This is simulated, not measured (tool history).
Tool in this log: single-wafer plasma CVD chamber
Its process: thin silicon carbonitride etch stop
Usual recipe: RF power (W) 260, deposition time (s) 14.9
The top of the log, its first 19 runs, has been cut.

run	hour	RF power (W)	deposition time (s)	wafers since the last listed run	hours since the last thermocouple change	hours since the last RF generator calibration	hours since the showerhead was replaced	hours since the gauge calibration	read-back reference wafer on the same gauge, thickness_nm	mean film thickness on the monitor wafer (Å)
# hour 457.5: RF generator calibrated
20	458.0	260	14.9	364	1051.3	0.5	5756.8	842.1	11.449	95.97
# hour 475.4: thermocouple changed; heater temperature recalibrated
21	483.0	235	12.2	382	7.6	25.5	5781.8	867.1	11.457	76.87
22	503.7	295	13.4	466	28.3	46.2	5802.5	887.8	11.453	88.31
23	538.3	260	14.9	779	62.9	80.8	5837.1	922.4	11.448	95.41
# hour 547.5: gauge calibrated
24	565.9	260	14.9	621	90.5	108.4	5864.7	18.4	11.453	95.89
25	592.2	305	13.7	592	116.8	134.7	5891.0	44.7	11.452	90.60
# hour 616.2: showerhead replaced
26	625.0	275	12.9	558	149.6	167.5	8.8	77.5	11.450	83.66
27	651.2	235	12.1	590	175.8	193.7	35.0	103.7	11.445	76.42
28	675.6	260	14.9	549	200.2	218.1	59.4	128.1	11.452	95.57
29	699.8	295	15.7	545	224.4	242.3	83.6	152.3	11.450	102.93
30	723.8	260	14.9	540	248.4	266.3	107.6	176.3	11.456	95.66
31	737.1	260	14.9	299	261.7	279.6	120.9	189.6	11.451	95.68
32	772.1	295	17.0	788	296.7	314.6	155.9	224.6	11.455	111.85
33	792.7	290	16.9	464	317.3	335.2	176.5	245.2	11.441	110.52
34	825.8	260	14.9	745	350.4	368.3	209.6	278.3	11.448	95.44

Each row is a separate what-if for the run after 34, all from the same tool condition, not one after another. Results?
A	826.2	260	14.9	9	350.8	368.7	210.0	278.7	?	?
B	826.2	275	12.0	9	350.8	368.7	210.0	278.7	?	?
C	826.2	305	14.9	9	350.8	368.7	210.0	278.7	?	?
D	826.2	310	14.0	9	350.8	368.7	210.0	278.7	?	?
E	826.2	275	17.2	9	350.8	368.7	210.0	278.7	?	?

run	read-back reference wafer on the same gauge, thickness_nm	mean film thickness on the monitor wafer (Å)
A	11.457	95.51
B	11.457	77.71
C	11.457	98.39
D	11.457	92.73
E	11.457	111.38
Stripped of hidden state, with their random variation kept, the same runs would have yielded:
run	mean film thickness on the monitor wafer (Å)
A	95.68
B	77.85
C	98.57
D	92.90
E	111.59
